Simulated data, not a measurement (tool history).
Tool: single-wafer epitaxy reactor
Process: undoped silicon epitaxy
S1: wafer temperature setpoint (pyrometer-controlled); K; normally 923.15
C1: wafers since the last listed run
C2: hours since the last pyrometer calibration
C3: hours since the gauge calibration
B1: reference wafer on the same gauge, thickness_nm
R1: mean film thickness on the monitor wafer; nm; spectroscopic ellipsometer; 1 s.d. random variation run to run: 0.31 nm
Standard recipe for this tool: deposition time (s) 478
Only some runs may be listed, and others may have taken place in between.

{"run": 1, "hour": 0.0, "S1": 914.15, "deposition time (s)": 478, "C1": 0, "C2": 1191.2, "C3": 177.0, "B1": 83.795, "R1": 54.841}
{"run": 2, "hour": 20.1, "S1": 914.15, "deposition time (s)": 478, "C1": 114, "C2": 1211.3, "C3": 197.1, "B1": 83.544, "R1": 54.682}
{"run": 3, "hour": 32.7, "S1": 914.15, "deposition time (s)": 478, "C1": 71, "C2": 1223.9, "C3": 209.7, "B1": 83.701, "R1": 55.567}
{"run": 4, "hour": 59.9, "S1": 923.15, "deposition time (s)": 478, "C1": 154, "C2": 1251.1, "C3": 236.9, "B1": 83.756, "R1": 65.266}
{"run": 5, "hour": 94.6, "S1": 923.15, "deposition time (s)": 478, "C1": 196, "C2": 1285.8, "C3": 271.6, "B1": 83.902, "R1": 65.241}
{"run": 6, "hour": 113.7, "S1": 923.15, "deposition time (s)": 478, "C1": 108, "C2": 1304.9, "C3": 290.7, "B1": 83.969, "R1": 65.436}
{"run": 7, "hour": 133.8, "S1": 923.15, "deposition time (s)": 478, "C1": 114, "C2": 1325.0, "C3": 310.8, "B1": 83.808, "R1": 65.148}
{"run": 8, "hour": 166.5, "S1": 926.15, "deposition time (s)": 523, "C1": 185, "C2": 1357.7, "C3": 343.5, "B1": 83.804, "R1": 75.762}
{"run": 9, "hour": 198.2, "S1": 926.15, "deposition time (s)": 523, "C1": 179, "C2": 1389.4, "C3": 375.2, "B1": 83.845, "R1": 75.859}
{"hour": 221.5, "done": "pyrometer calibrated"}
{"run": 10, "hour": 222.0, "S1": 923.15, "deposition time (s)": 478, "C1": 89, "C2": 0.5, "C3": 399.0, "B1": 83.741, "R1": 71.798}
{"run": 11, "hour": 236.1, "S1": 923.15, "deposition time (s)": 478, "C1": 80, "C2": 14.6, "C3": 413.1, "B1": 83.626, "R1": 70.985}
{"run": 12, "hour": 264.7, "S1": 923.15, "deposition time (s)": 546, "C1": 162, "C2": 43.2, "C3": 441.7, "B1": 83.728, "R1": 81.369}
{"run": 13, "hour": 292.9, "S1": 923.15, "deposition time (s)": 546, "C1": 160, "C2": 71.4, "C3": 469.9, "B1": 83.795, "R1": 80.497}
{"run": 14, "hour": 324.9, "S1": 918.15, "deposition time (s)": 394, "C1": 181, "C2": 103.4, "C3": 501.9, "B1": 83.859, "R1": 52.355}
{"run": 15, "hour": 359.4, "S1": 909.15, "deposition time (s)": 405, "C1": 195, "C2": 137.9, "C3": 536.4, "B1": 83.881, "R1": 45.076}
{"run": 16, "hour": 373.7, "S1": 914.15, "deposition time (s)": 478, "C1": 81, "C2": 152.2, "C3": 550.7, "B1": 83.922, "R1": 58.244}
{"run": 17, "hour": 405.1, "S1": 934.15, "deposition time (s)": 539, "C1": 178, "C2": 183.6, "C3": 582.1, "B1": 83.815, "R1": 95.979}
{"hour": 422.6, "done": "gauge calibrated"}
{"run": 18, "hour": 425.6, "S1": 926.15, "deposition time (s)": 523, "C1": 116, "C2": 204.1, "C3": 3.0, "B1": 83.682, "R1": 80.31}
{"run": 19, "hour": 530.6, "S1": 923.15, "deposition time (s)": 478, "C1": 595, "C2": 309.1, "C3": 108.0, "B1": 83.911, "R1": 67.932}
{"run": 20, "hour": 546.8, "S1": 933.15, "deposition time (s)": 439, "C1": 91, "C2": 325.3, "C3": 124.2, "B1": 83.621, "R1": 75.938}
{"run": 21, "hour": 577.4, "S1": 923.15, "deposition time (s)": 478, "C1": 173, "C2": 355.9, "C3": 154.8, "B1": 83.913, "R1": 68.006}
{"run": 22, "hour": 591.4, "S1": 923.15, "deposition time (s)": 405, "C1": 79, "C2": 369.9, "C3": 168.8, "B1": 83.819, "R1": 57.486}
{"run": 23, "hour": 615.4, "S1": 914.15, "deposition time (s)": 478, "C1": 136, "C2": 393.9, "C3": 192.8, "B1": 83.906, "R1": 56.753}
{"run": 24, "hour": 629.7, "S1": 917.15, "deposition time (s)": 435, "C1": 81, "C2": 408.2, "C3": 207.1, "B1": 83.904, "R1": 54.416}
{"run": 25, "hour": 662.4, "S1": 909.15, "deposition time (s)": 478, "C1": 185, "C2": 440.9, "C3": 239.8, "B1": 83.81, "R1": 51.038}
{"run": 26, "hour": 682.7, "S1": 928.15, "deposition time (s)": 450, "C1": 115, "C2": 461.2, "C3": 260.1, "B1": 83.906, "R1": 69.414}
{"run": 27, "hour": 699.3, "S1": 915.15, "deposition time (s)": 449, "C1": 94, "C2": 477.8, "C3": 276.7, "B1": 83.824, "R1": 54.112}

Forecast each of these 5 alternatives for the next run:
{"run": "A", "hour": 699.8, "S1": 923.15, "deposition time (s)": 478, "C1": 2, "C2": 478.3, "C3": 277.2, "B1": "?", "R1": "?"}
{"run": "B", "hour": 699.8, "S1": 933.15, "deposition time (s)": 567, "C1": 2, "C2": 478.3, "C3": 277.2, "B1": "?", "R1": "?"}
{"run": "C", "hour": 699.8, "S1": 916.15, "deposition time (s)": 410, "C1": 2, "C2": 478.3, "C3": 277.2, "B1": "?", "R1": "?"}
{"run": "D", "hour": 699.8, "S1": 918.15, "deposition time (s)": 420, "C1": 2, "C2": 478.3, "C3": 277.2, "B1": "?", "R1": "?"}
{"run": "E", "hour": 699.8, "S1": 938.15, "deposition time (s)": 389, "C1": 2, "C2": 478.3, "C3": 277.2, "B1": "?", "R1": "?"}

run=A B1=83.777 R1=67.246
run=B B1=83.777 R1=96.652
run=C B1=83.777 R1=50.314
run=D B1=83.777 R1=53.603
run=E B1=83.777 R1=72.892
Without the tool's unlogged condition, the same runs would have read:
run=A R1=72.239
run=B R1=103.689
run=C R1=54.103
run=D R1=57.623
run=E R1=78.147

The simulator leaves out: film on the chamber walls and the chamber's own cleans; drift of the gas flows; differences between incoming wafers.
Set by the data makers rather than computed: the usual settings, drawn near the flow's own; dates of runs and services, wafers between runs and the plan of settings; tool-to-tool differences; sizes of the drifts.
